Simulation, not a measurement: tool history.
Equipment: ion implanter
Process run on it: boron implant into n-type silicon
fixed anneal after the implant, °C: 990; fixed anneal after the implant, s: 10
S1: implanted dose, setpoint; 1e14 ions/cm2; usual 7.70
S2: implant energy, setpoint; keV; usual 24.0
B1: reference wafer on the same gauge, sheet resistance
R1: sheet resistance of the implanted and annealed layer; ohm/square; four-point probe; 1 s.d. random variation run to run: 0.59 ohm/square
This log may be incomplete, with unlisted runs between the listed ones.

run,hour,S1,S2,B1,R1
1,0.0,7.70,24.0,142.89,152.72
2,36.0,7.70,24.0,142.95,151.92
3,56.7,7.70,24.0,142.99,152.82
4,78.5,7.70,24.0,143.04,151.86
5,111.3,7.70,24.0,142.99,152.36
6,145.9,8.83,19.0,142.97,139.54
7,158.9,8.83,19.0,143.04,139.48
8,189.2,7.70,24.0,143.02,152.90
9,224.4,7.70,24.0,143.19,152.05
10,253.4,7.70,24.0,142.70,154.02
11,281.4,7.70,24.0,142.90,153.23
12,304.7,7.70,24.0,142.96,152.44
13,326.8,7.70,24.0,142.94,152.10
14,360.7,7.70,24.0,142.94,152.96
15,390.2,8.20,27.0,142.69,142.96
# hour 411.6: extraction supply calibrated
16,412.1,7.70,24.0,142.85,152.80
17,437.5,5.62,19.5,143.18,200.75
18,472.9,6.43,17.5,143.07,181.68
# hour 484.0: gauge calibrated
19,499.8,5.94,21.0,143.07,190.56
20,531.7,6.19,24.0,143.02,184.34
# hour 543.6: Faraday cup replaced and dose calibrated
21,555.3,7.70,24.0,142.78,159.37
22,579.3,7.70,24.0,143.05,159.21
23,609.3,9.97,18.5,142.91,132.22
24,624.0,7.70,26.5,143.08,157.56
25,643.3,7.70,24.0,143.04,157.83
26,674.3,7.70,24.0,143.12,157.79
27,707.6,7.70,28.0,143.03,156.52
28,721.9,9.38,30.0,142.87,132.16
29,742.3,8.90,18.5,142.97,143.40
30,790.5,5.60,18.5,143.15,208.77
31,803.5,7.70,24.0,142.97,156.99
32,830.2,7.70,24.0,143.15,156.39
33,859.7,7.70,24.0,143.02,157.12
34,888.4,7.70,24.0,143.05,156.84
35,923.2,8.61,30.0,143.08,141.32
36,945.0,5.77,26.5,143.05,196.17
37,970.0,5.46,19.0,143.12,210.63
38,1000.4,5.77,26.5,143.09,195.99

Had the tool no unlogged condition, and each run kept its random variation, what would the results have been?
The tool's hidden condition here consists of: deviation of the true dose from the Faraday cup's reading, %; deviation of the true energy from its setpoint, %; gauge reads high (%).
run,R1
1,158.43
2,157.63
3,158.57
4,157.59
5,158.13
6,144.54
7,144.49
8,158.74
9,157.87
10,159.93
11,159.12
12,158.31
13,157.97
14,158.87
15,148.47
16,158.73
17,208.42
18,188.65
19,197.94
20,191.56
21,158.95
22,159.00
23,132.23
24,157.69
25,158.11
26,158.29
27,157.25
28,132.83
29,144.23
30,210.41
31,158.34
32,157.88
33,158.79
34,158.67
35,143.11
36,198.79
37,213.58
38,198.94
